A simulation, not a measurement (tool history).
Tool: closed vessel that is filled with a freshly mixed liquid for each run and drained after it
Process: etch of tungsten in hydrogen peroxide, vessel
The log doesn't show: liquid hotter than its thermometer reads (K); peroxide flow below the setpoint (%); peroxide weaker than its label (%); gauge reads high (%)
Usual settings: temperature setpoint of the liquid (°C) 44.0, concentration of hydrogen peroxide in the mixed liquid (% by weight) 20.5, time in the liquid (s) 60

run    hour  temperature setpoint of the liquid (°C)  concentration of hydrogen peroxide in the mixed liquid (% by weight)  time in the liquid (s)  wafers since the last listed run  hours since the thermometer was replaced  hours since the peroxide flow meter was replaced  hours since the drum of peroxide was connected  hours since the gauge calibration  read-back film thickness of the tungsten reference wafer, read on the same gauge (nm)  thickness taken off the tungsten on a monitor wafer (Å)
  1     0.0                                     44.0                                                                  20.5                      60                                 0                                     345.9                                            1348.2                                           182.1                             3959.8                                                                                 119.82                                                    577.9
  2    55.9                                     44.0                                                                  23.0                      60                              5221                                     401.8                                            1404.1                                           238.0                             4015.7                                                                                 119.79                                                    604.7
  3    94.3                                     44.0                                                                  23.0                      60                              3586                                     440.2                                            1442.5                                           276.4                             4054.1                                                                                 119.76                                                    613.5
  4   137.3                                     44.0                                                                  20.5                      60                              4016                                     483.2                                            1485.5                                           319.4                             4097.1                                                                                 119.77                                                    579.0
  5   221.6                                     44.0                                                                  20.5                      60                              7873                                     567.5                                            1569.8                                           403.7                             4181.4                                                                                 119.71                                                    578.5
  6   311.5                                     44.0                                                                  19.5                      45                              8397                                     657.4                                            1659.7                                           493.6                             4271.3                                                                                 119.69                                                    416.4
  7   392.1                                     44.0                                                                  19.5                      45                              7528                                     738.0                                            1740.3                                           574.2                             4351.9                                                                                 119.67                                                    421.1
      446.7  -- gauge calibrated
  8   447.7                                     50.0                                                                  25.5                      85                              5193                                     793.6                                            1795.9                                           629.8                                1.0                                                                                 129.99                                                   1415.6
  9   526.4                                     48.0                                                                  18.0                      30                              7350                                     872.3                                            1874.6                                           708.5                               79.7                                                                                 129.37                                                    371.4
 10   562.9                                     40.0                                                                  16.0                      70                              3409                                     908.8                                            1911.1                                           745.0                              116.2                                                                                 129.09                                                    489.2
 11   660.3                                     48.5                                                                  23.0                      35                              9097                                    1006.2                                            2008.5                                           842.4                              213.6                                                                                 128.40                                                    500.6
 12   705.1                                     50.5                                                                  20.5                      70                              4184                                    1051.0                                            2053.3                                           887.2                              258.4                                                                                 128.07                                                   1076.4
 13   751.1                                     35.5                                                                  22.0                      60                              4296                                    1097.0                                            2099.3                                           933.2                              304.4                                                                                 127.79                                                    366.2
      765.6  -- thermometer replaced
 14   809.5                                     36.5                                                                  22.5                      85                              5361                                      43.9                                            2157.7                                           991.6                              362.8                                                                                 127.41                                                    561.2
      833.9  -- peroxide flow meter replaced
 15   889.4                                     51.0                                                                  24.0                      75                              7369                                     123.8                                              55.5                                          1071.5                              442.7                                                                                 126.97                                                   1273.1
 16   944.2                                     44.0                                                                  16.5                      50                              5118                                     178.6                                             110.3                                          1126.3                              497.5                                                                                 126.61                                                    455.4
 17  1031.7                                     44.0                                                                  24.5                      85                              8172                                     266.1                                             197.8                                          1213.8                              585.0                                                                                 126.19                                                    928.7
 18  1110.5                                     44.0                                                                  20.5                      60                              7360                                     344.9                                             276.6                                          1292.6                              663.8                                                                                 125.78                                                    607.2
     1122.8  -- new drum of peroxide connected
 19  1179.5                                     38.5                                                                  25.0                      75                              6351                                     413.9                                             345.6                                            56.7                              732.8                                                                                 125.45                                                    579.9
 20  1223.7                                     44.0                                                                  20.5                      60                              4128                                     458.1                                             389.8                                           100.9                              777.0                                                                                 125.26                                                    599.7
 21  1497.1                                     50.5                                                                  22.5                      60                             25536                                     731.5                                             663.2                                           374.3                             1050.4                                                                                 124.15                                                    940.6
 22  1553.2                                     51.0                                                                  20.5                      35                              5239                                     787.6                                             719.3                                           430.4                             1106.5                                                                                 123.93                                                    534.4
 23  1618.0                                     50.5                                                                  18.5                      60                              6052                                     852.4                                             784.1                                           495.2                             1171.3                                                                                 123.75                                                    842.7
 24  1686.2                                     36.5                                                                  25.0                      60                              6370                                     920.6                                             852.3                                           563.4                             1239.5                                                                                 123.53                                                    402.7
 25  1739.2                                     44.0                                                                  20.5                      60                              4950                                     973.6                                             905.3                                           616.4                             1292.5                                                                                 123.33                                                    595.6
 26  1794.6                                     35.5                                                                  24.5                      80                              5174                                    1029.0                                             960.7                                           671.8                             1347.9                                                                                 123.22                                                    496.8
 27  1900.7                                     44.0                                                                  20.5                      60                              9910                                    1135.1                                            1066.8                                           777.9                             1454.0                                                                                 122.89                                                    591.6
     1957.0  -- thermometer replaced
 28  2003.9                                     47.0                                                                  26.0                      60                              9545                                      46.9                                            1170.0                                           881.1                             1557.2                                                                                 122.64                                                    803.5
 29  2066.9                                     41.0                                                                  26.0                      60                              5884                                     109.9                                            1233.0                                           944.1                             1620.2                                                                                 122.47                                                    544.9
 30  2152.1                                     44.0                                                                  20.5                      75                              7958                                     195.1                                            1318.2                                          1029.3                             1705.4                                                                                 122.32                                                    735.6

The tool's hidden state at each run:
liquid hotter than its thermometer reads (K): 0 in every run
peroxide flow below the setpoint (%): 0 in every run
peroxide weaker than its label (%): 0 in every run
H1: gauge reads high (%)
run       H1
  1    -7.84
  2    -7.85
  3    -7.86
  4    -7.87
  5    -7.89
  6    -7.92
  7    -7.93
  8  -0.0205
  9   -0.495
 10   -0.706
 11    -1.24
 12    -1.47
 13     -1.7
 14    -1.98
 15    -2.35
 16    -2.59
 17    -2.95
 18    -3.25
 19     -3.5
 20    -3.65
 21     -4.5
 22    -4.65
 23    -4.81
 24    -4.98
 25    -5.11
 26    -5.23
 27    -5.46
 28    -5.66
 29    -5.77
 30    -5.92
